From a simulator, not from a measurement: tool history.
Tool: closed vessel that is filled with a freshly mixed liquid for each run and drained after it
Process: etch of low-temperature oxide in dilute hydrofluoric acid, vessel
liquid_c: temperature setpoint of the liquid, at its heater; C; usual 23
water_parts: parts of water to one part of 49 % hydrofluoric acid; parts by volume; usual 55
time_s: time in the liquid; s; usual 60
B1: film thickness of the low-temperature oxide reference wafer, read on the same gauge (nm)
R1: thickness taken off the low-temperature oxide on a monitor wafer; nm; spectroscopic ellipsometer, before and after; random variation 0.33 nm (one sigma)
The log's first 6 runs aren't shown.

run 7 hour=301.7 | liquid_c=26 water_parts=55 time_s=60 | B1=90.01 | R1=38.45
run 8 hour=363 | liquid_c=23 water_parts=35 time_s=60 | B1=89.96 | R1=55.24
run 9 hour=405.6 | liquid_c=23 water_parts=55 time_s=60 | B1=89.98 | R1=33.72
run 10 hour=463.2 | liquid_c=23 water_parts=55 time_s=35 | B1=90 | R1=19.34
run 11 hour=532.2 | liquid_c=23 water_parts=55 time_s=60 | B1=90.04 | R1=33.33
run 12 hour=560.7 | liquid_c=19 water_parts=75 time_s=60 | B1=90 | R1=20.62
run 13 hour=607.5 | liquid_c=23 water_parts=55 time_s=60 | B1=90.03 | R1=33.03
-- hour=635.6 thermometer replaced
run 14 hour=657.5 | liquid_c=23 water_parts=75 time_s=50 | B1=90.02 | R1=19.99
run 15 hour=686.8 | liquid_c=26 water_parts=55 time_s=60 | B1=90.02 | R1=38.12
run 16 hour=716.4 | liquid_c=23 water_parts=55 time_s=60 | B1=90 | R1=33.88
-- hour=720.6 gauge calibrated
run 17 hour=778 | liquid_c=18.5 water_parts=55 time_s=75 | B1=89.97 | R1=34.12
run 18 hour=808.8 | liquid_c=23 water_parts=65 time_s=60 | B1=90.02 | R1=27.72
-- hour=833.7 hydrofluoric acid flow meter replaced
run 19 hour=846.3 | liquid_c=25 water_parts=55 time_s=30 | B1=89.97 | R1=18.42
run 20 hour=903 | liquid_c=23 water_parts=55 time_s=60 | B1=89.98 | R1=32.92
run 21 hour=947.6 | liquid_c=21.5 water_parts=55 time_s=40 | B1=89.98 | R1=20.95
run 22 hour=1019.2 | liquid_c=23 water_parts=55 time_s=60 | B1=90.03 | R1=33.22
run 23 hour=1073.7 | liquid_c=26.5 water_parts=80 time_s=75 | B1=90 | R1=31.57
-- hour=1133.6 thermometer replaced
run 24 hour=1135.5 | liquid_c=23 water_parts=55 time_s=60 | B1=90.03 | R1=33.67
run 25 hour=1171.8 | liquid_c=18.5 water_parts=65 time_s=30 | B1=89.98 | R1=11.6
run 26 hour=1197 | liquid_c=25 water_parts=45 time_s=60 | B1=89.97 | R1=45.44
run 27 hour=1246.4 | liquid_c=23 water_parts=85 time_s=85 | B1=89.97 | R1=29.36
run 28 hour=1270.8 | liquid_c=18.5 water_parts=85 time_s=60 | B1=90.02 | R1=17.48
run 29 hour=1328.2 | liquid_c=23 water_parts=55 time_s=60 | B1=89.99 | R1=33.32
run 30 hour=1393.8 | liquid_c=20 water_parts=55 time_s=60 | B1=90.01 | R1=29.11
run 31 hour=1428.7 | liquid_c=23 water_parts=55 time_s=60 | B1=90.01 | R1=33.13

Forecast each of these 5 alternatives for the next run:
run A hour=1429.4 | liquid_c=23 water_parts=55 time_s=75 | B1=? | R1=?
run B hour=1429.4 | liquid_c=19.5 water_parts=75 time_s=30 | B1=? | R1=?
run C hour=1429.4 | liquid_c=20.5 water_parts=40 time_s=60 | B1=? | R1=?
run D hour=1429.4 | liquid_c=18.5 water_parts=80 time_s=30 | B1=? | R1=?
run E hour=1429.4 | liquid_c=27.5 water_parts=35 time_s=40 | B1=? | R1=?

run=A B1=89.99 R1=41.71
run=B B1=89.99 R1=10.32
run=C B1=89.99 R1=42.1
run=D B1=89.99 R1=9.23
run=E B1=89.99 R1=43.2
Without the tool's hidden state the same runs would have given:
run=A R1=41.71
run=B R1=10.32
run=C R1=42.1
run=D R1=9.23
run=E R1=43.2
